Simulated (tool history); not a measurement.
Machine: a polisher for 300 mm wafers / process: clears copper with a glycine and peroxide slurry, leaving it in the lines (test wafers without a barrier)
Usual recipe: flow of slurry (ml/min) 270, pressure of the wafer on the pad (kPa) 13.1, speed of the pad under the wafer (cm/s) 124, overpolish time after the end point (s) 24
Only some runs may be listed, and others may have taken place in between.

run,hour,flow of slurry (ml/min),pressure of the wafer on the pad (kPa),speed of the pad under the wafer (cm/s),overpolish time after the end point (s),wafers since the last listed run,wafers polished on this pad,hours since the slurry nozzle was cleaned,hours since the head pressure was calibrated,"incoming thickness of the incoming film, nm",time until the end point was called (s)
1,0,270,13.1,124,24,0,619,347.4,738.4,424,81.9
# hour 7: worn pad replaced by a new one
2,9.3,270,13.1,124,24,30,13,356.7,747.7,431,73.6
3,15.5,270,13.1,124,24,35,48,362.9,753.9,430.4,76.3
4,24,270,13.1,124,24,48,97,371.4,762.4,423.4,73.7
5,40.5,270,13.1,124,24,94,191,387.9,778.9,431.7,76
6,47.4,270,13.1,124,24,39,230,394.8,785.8,433.8,77.2
7,62.1,270,13.1,124,24,84,315,409.5,800.5,430.6,79
8,74.3,270,13.1,124,24,69,384,421.7,812.7,435.5,77.5
9,85.2,270,13.1,144,24,62,447,432.6,823.6,426,74
10,92.2,270,13.1,144,24,40,487,439.6,830.6,430.9,73.3
11,107.5,270,13.1,124,24,87,574,454.9,845.9,433.2,82.2
12,115.4,270,13.1,124,24,45,619,462.8,853.8,439.8,83.7
13,122.8,270,13.1,124,24,42,662,470.2,861.2,429.9,83.1
# hour 127.7: worn pad replaced by a new one
14,137,195,13.1,124,24,58,53,484.4,875.4,426.3,77.7
15,154.4,225,15.9,82,32,99,152,501.8,892.8,427.6,77.6
16,161.1,270,13.1,124,24,38,191,508.5,899.5,432.8,74.5
17,167.9,315,13.1,144,13,38,230,515.3,906.3,427.1,69.1
18,178.5,270,13.1,86,24,60,290,525.9,916.9,433.3,89.1

What does the tool deliver on the next run?
19,189.7,220,13.1,124,33,64,354,537.1,928.1,429.9,?

{"run 19": {"time until the end point was called (s)": 78.6}}
Had the tool carried no hidden state, the very same run would have given time until the end point was called (s) 76.4.

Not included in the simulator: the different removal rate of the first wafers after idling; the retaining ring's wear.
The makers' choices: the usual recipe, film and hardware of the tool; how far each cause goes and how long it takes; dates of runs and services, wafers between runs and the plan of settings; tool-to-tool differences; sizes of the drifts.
